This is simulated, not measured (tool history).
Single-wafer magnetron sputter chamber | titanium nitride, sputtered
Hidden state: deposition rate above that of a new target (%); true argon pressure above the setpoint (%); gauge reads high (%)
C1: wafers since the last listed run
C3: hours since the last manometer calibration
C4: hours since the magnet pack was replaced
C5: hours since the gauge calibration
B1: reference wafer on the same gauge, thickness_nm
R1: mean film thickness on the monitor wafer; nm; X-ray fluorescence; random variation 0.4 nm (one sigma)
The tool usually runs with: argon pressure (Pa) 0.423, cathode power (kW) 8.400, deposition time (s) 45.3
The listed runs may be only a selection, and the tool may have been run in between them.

{"run": 1, "hour": 0.0, "argon pressure (Pa)": 0.423, "cathode power (kW)": 8.4, "deposition time (s)": 49.7, "C1": 0, "wafers on the sputter target": 2210, "C3": 2672.4, "C4": 10998.5, "C5": 1189.7, "B1": 70.558, "R1": 70.245}
{"run": 2, "hour": 16.3, "argon pressure (Pa)": 0.423, "cathode power (kW)": 8.4, "deposition time (s)": 49.7, "C1": 360, "wafers on the sputter target": 2570, "C3": 2688.7, "C4": 11014.8, "C5": 1206.0, "B1": 70.6, "R1": 69.8}
{"hour": 32.0, "done": "capacitance manometer re-zeroed and calibrated"}
{"run": 3, "hour": 34.1, "argon pressure (Pa)": 0.423, "cathode power (kW)": 8.4, "deposition time (s)": 45.3, "C1": 216, "wafers on the sputter target": 2787, "C3": 2.1, "C4": 11032.6, "C5": 1223.8, "B1": 70.738, "R1": 63.169}
{"run": 4, "hour": 58.8, "argon pressure (Pa)": 0.423, "cathode power (kW)": 8.4, "deposition time (s)": 45.3, "C1": 545, "wafers on the sputter target": 3333, "C3": 26.8, "C4": 11057.3, "C5": 1248.5, "B1": 70.553, "R1": 63.519}
{"hour": 62.9, "done": "gauge calibrated"}
{"run": 5, "hour": 84.9, "argon pressure (Pa)": 0.423, "cathode power (kW)": 8.4, "deposition time (s)": 45.3, "C1": 576, "wafers on the sputter target": 3909, "C3": 52.9, "C4": 11083.4, "C5": 22.0, "B1": 70.723, "R1": 62.88}
{"hour": 141.9, "done": "sputter target and shields replaced, repeated, since the last time left the tool worse"}
{"run": 6, "hour": 191.5, "argon pressure (Pa)": 0.423, "cathode power (kW)": 8.4, "deposition time (s)": 45.3, "C1": 2179, "wafers on the sputter target": 1096, "C3": 159.5, "C4": 11190.0, "C5": 128.6, "B1": 70.595, "R1": 69.342}
{"run": 7, "hour": 210.0, "argon pressure (Pa)": 0.423, "cathode power (kW)": 8.4, "deposition time (s)": 45.3, "C1": 408, "wafers on the sputter target": 1505, "C3": 178.0, "C4": 11208.5, "C5": 147.1, "B1": 70.532, "R1": 68.84}
{"run": 8, "hour": 231.2, "argon pressure (Pa)": 0.423, "cathode power (kW)": 8.4, "deposition time (s)": 45.3, "C1": 468, "wafers on the sputter target": 1974, "C3": 199.2, "C4": 11229.7, "C5": 168.3, "B1": 70.542, "R1": 69.031}
{"run": 9, "hour": 249.9, "argon pressure (Pa)": 0.496, "cathode power (kW)": 6.85, "deposition time (s)": 45.3, "C1": 413, "wafers on the sputter target": 2387, "C3": 217.9, "C4": 11248.4, "C5": 187.0, "B1": 70.587, "R1": 54.894}
{"run": 10, "hour": 272.6, "argon pressure (Pa)": 0.496, "cathode power (kW)": 6.85, "deposition time (s)": 45.3, "C1": 501, "wafers on the sputter target": 2889, "C3": 240.6, "C4": 11271.1, "C5": 209.7, "B1": 70.689, "R1": 54.67}
{"run": 11, "hour": 292.4, "argon pressure (Pa)": 0.423, "cathode power (kW)": 8.4, "deposition time (s)": 45.3, "C1": 437, "wafers on the sputter target": 3326, "C3": 260.4, "C4": 11290.9, "C5": 229.5, "B1": 70.737, "R1": 68.643}
{"run": 12, "hour": 317.0, "argon pressure (Pa)": 0.262, "cathode power (kW)": 8.4, "deposition time (s)": 42.2, "C1": 543, "wafers on the sputter target": 3870, "C3": 285.0, "C4": 11315.5, "C5": 254.1, "B1": 70.621, "R1": 65.886}
{"run": 13, "hour": 330.3, "argon pressure (Pa)": 0.5, "cathode power (kW)": 8.4, "deposition time (s)": 41.7, "C1": 293, "wafers on the sputter target": 4164, "C3": 298.3, "C4": 11328.8, "C5": 267.4, "B1": 70.612, "R1": 60.588}
{"run": 14, "hour": 363.2, "argon pressure (Pa)": 0.516, "cathode power (kW)": 8.4, "deposition time (s)": 45.3, "C1": 727, "wafers on the sputter target": 4891, "C3": 331.2, "C4": 11361.7, "C5": 300.3, "B1": 70.601, "R1": 64.513}
{"run": 15, "hour": 396.1, "argon pressure (Pa)": 0.423, "cathode power (kW)": 7.1, "deposition time (s)": 49.6, "C1": 727, "wafers on the sputter target": 5618, "C3": 364.1, "C4": 11394.6, "C5": 333.2, "B1": 70.719, "R1": 61.977}
{"hour": 417.4, "done": "sputter target and shields replaced"}
{"run": 16, "hour": 417.9, "argon pressure (Pa)": 0.499, "cathode power (kW)": 9.45, "deposition time (s)": 42.2, "C1": 304, "wafers on the sputter target": 11, "C3": 385.9, "C4": 11416.4, "C5": 355.0, "B1": 70.735, "R1": 70.288}
{"run": 17, "hour": 443.5, "argon pressure (Pa)": 0.274, "cathode power (kW)": 10.45, "deposition time (s)": 38.0, "C1": 565, "wafers on the sputter target": 577, "C3": 411.5, "C4": 11442.0, "C5": 380.6, "B1": 70.657, "R1": 74.779}
{"run": 18, "hour": 463.3, "argon pressure (Pa)": 0.336, "cathode power (kW)": 7.85, "deposition time (s)": 53.2, "C1": 437, "wafers on the sputter target": 1015, "C3": 431.3, "C4": 11461.8, "C5": 400.4, "B1": 70.621, "R1": 76.461}
{"run": 19, "hour": 483.3, "argon pressure (Pa)": 0.28, "cathode power (kW)": 6.9, "deposition time (s)": 40.5, "C1": 442, "wafers on the sputter target": 1457, "C3": 451.3, "C4": 11481.8, "C5": 420.4, "B1": 70.593, "R1": 53.042}
{"run": 20, "hour": 496.4, "argon pressure (Pa)": 0.423, "cathode power (kW)": 8.4, "deposition time (s)": 45.3, "C1": 289, "wafers on the sputter target": 1746, "C3": 464.4, "C4": 11494.9, "C5": 433.5, "B1": 70.658, "R1": 68.552}
{"run": 21, "hour": 509.8, "argon pressure (Pa)": 0.351, "cathode power (kW)": 10.2, "deposition time (s)": 49.5, "C1": 296, "wafers on the sputter target": 2042, "C3": 477.8, "C4": 11508.3, "C5": 446.9, "B1": 70.585, "R1": 92.231}
{"hour": 540.2, "done": "magnet pack replaced"}
{"run": 22, "hour": 540.7, "argon pressure (Pa)": 0.325, "cathode power (kW)": 6.65, "deposition time (s)": 37.4, "C1": 506, "wafers on the sputter target": 2549, "C3": 508.7, "C4": 0.5, "C5": 477.8, "B1": 70.638, "R1": 45.946}
{"run": 23, "hour": 568.1, "argon pressure (Pa)": 0.423, "cathode power (kW)": 8.4, "deposition time (s)": 45.3, "C1": 605, "wafers on the sputter target": 3154, "C3": 536.1, "C4": 27.9, "C5": 505.2, "B1": 70.639, "R1": 67.882}
{"run": 24, "hour": 603.6, "argon pressure (Pa)": 0.423, "cathode power (kW)": 9.2, "deposition time (s)": 45.3, "C1": 784, "wafers on the sputter target": 3939, "C3": 571.6, "C4": 63.4, "C5": 540.7, "B1": 70.59, "R1": 74.282}
{"run": 25, "hour": 636.3, "argon pressure (Pa)": 0.336, "cathode power (kW)": 7.85, "deposition time (s)": 53.2, "C1": 722, "wafers on the sputter target": 4662, "C3": 604.3, "C4": 96.1, "C5": 573.4, "B1": 70.615, "R1": 74.969}
{"run": 26, "hour": 662.5, "argon pressure (Pa)": 0.321, "cathode power (kW)": 10.3, "deposition time (s)": 45.3, "C1": 579, "wafers on the sputter target": 5241, "C3": 630.5, "C4": 122.3, "C5": 599.6, "B1": 70.602, "R1": 85.117}
{"run": 27, "hour": 674.5, "argon pressure (Pa)": 0.423, "cathode power (kW)": 8.4, "deposition time (s)": 54.3, "C1": 265, "wafers on the sputter target": 5506, "C3": 642.5, "C4": 134.3, "C5": 611.6, "B1": 70.618, "R1": 78.841}
{"run": 28, "hour": 695.5, "argon pressure (Pa)": 0.423, "cathode power (kW)": 8.4, "deposition time (s)": 45.3, "C1": 464, "wafers on the sputter target": 5970, "C3": 663.5, "C4": 155.3, "C5": 632.6, "B1": 70.552, "R1": 66.205}
{"hour": 707.7, "done": "sputter target and shields replaced"}
{"run": 29, "hour": 714.7, "argon pressure (Pa)": 0.509, "cathode power (kW)": 8.4, "deposition time (s)": 45.3, "C1": 247, "wafers on the sputter target": 154, "C3": 682.7, "C4": 174.5, "C5": 651.8, "B1": 70.618, "R1": 67.022}
{"run": 30, "hour": 737.2, "argon pressure (Pa)": 0.37, "cathode power (kW)": 9.4, "deposition time (s)": 52.5, "C1": 497, "wafers on the sputter target": 651, "C3": 705.2, "C4": 197.0, "C5": 674.3, "B1": 70.598, "R1": 88.772}
{"run": 31, "hour": 750.8, "argon pressure (Pa)": 0.423, "cathode power (kW)": 8.4, "deposition time (s)": 45.3, "C1": 300, "wafers on the sputter target": 952, "C3": 718.8, "C4": 210.6, "C5": 687.9, "B1": 70.52, "R1": 68.572}
{"run": 32, "hour": 785.4, "argon pressure (Pa)": 0.505, "cathode power (kW)": 6.5, "deposition time (s)": 45.3, "C1": 764, "wafers on the sputter target": 1716, "C3": 753.4, "C4": 245.2, "C5": 722.5, "B1": 70.639, "R1": 51.789}
{"run": 33, "hour": 809.0, "argon pressure (Pa)": 0.267, "cathode power (kW)": 9.4, "deposition time (s)": 45.3, "C1": 521, "wafers on the sputter target": 2238, "C3": 777.0, "C4": 268.8, "C5": 746.1, "B1": 70.471, "R1": 79.465}
{"run": 34, "hour": 822.4, "argon pressure (Pa)": 0.267, "cathode power (kW)": 9.4, "deposition time (s)": 45.3, "C1": 296, "wafers on the sputter target": 2534, "C3": 790.4, "C4": 282.2, "C5": 759.5, "B1": 70.516, "R1": 79.313}
{"run": 35, "hour": 835.4, "argon pressure (Pa)": 0.537, "cathode power (kW)": 8.4, "deposition time (s)": 52.3, "C1": 287, "wafers on the sputter target": 2822, "C3": 803.4, "C4": 295.2, "C5": 772.5, "B1": 70.55, "R1": 75.476}

Here are 4 independent what-if runs from the current tool condition. What would each one return?
{"run": "A", "hour": 835.8, "argon pressure (Pa)": 0.584, "cathode power (kW)": 8.4, "deposition time (s)": 45.3, "C1": 8, "wafers on the sputter target": 2830, "C3": 803.8, "C4": 295.6, "C5": 772.9, "B1": "?", "R1": "?"}
{"run": "B", "hour": 835.8, "argon pressure (Pa)": 0.275, "cathode power (kW)": 8.4, "deposition time (s)": 45.3, "C1": 8, "wafers on the sputter target": 2830, "C3": 803.8, "C4": 295.6, "C5": 772.9, "B1": "?", "R1": "?"}
{"run": "C", "hour": 835.8, "argon pressure (Pa)": 0.423, "cathode power (kW)": 10.1, "deposition time (s)": 51.0, "C1": 8, "wafers on the sputter target": 2830, "C3": 803.8, "C4": 295.6, "C5": 772.9, "B1": "?", "R1": "?"}
{"run": "D", "hour": 835.8, "argon pressure (Pa)": 0.481, "cathode power (kW)": 7.85, "deposition time (s)": 48.8, "C1": 8, "wafers on the sputter target": 2830, "C3": 803.8, "C4": 295.6, "C5": 772.9, "B1": "?", "R1": "?"}

run=A B1=70.645 R1=64.428
run=B B1=70.645 R1=70.501
run=C B1=70.645 R1=91.371
run=D B1=70.645 R1=66.816
With no hidden state in the tool, these same runs would have given:
run=A R1=65.567
run=B R1=71.748
run=C R1=92.986
run=D R1=67.997
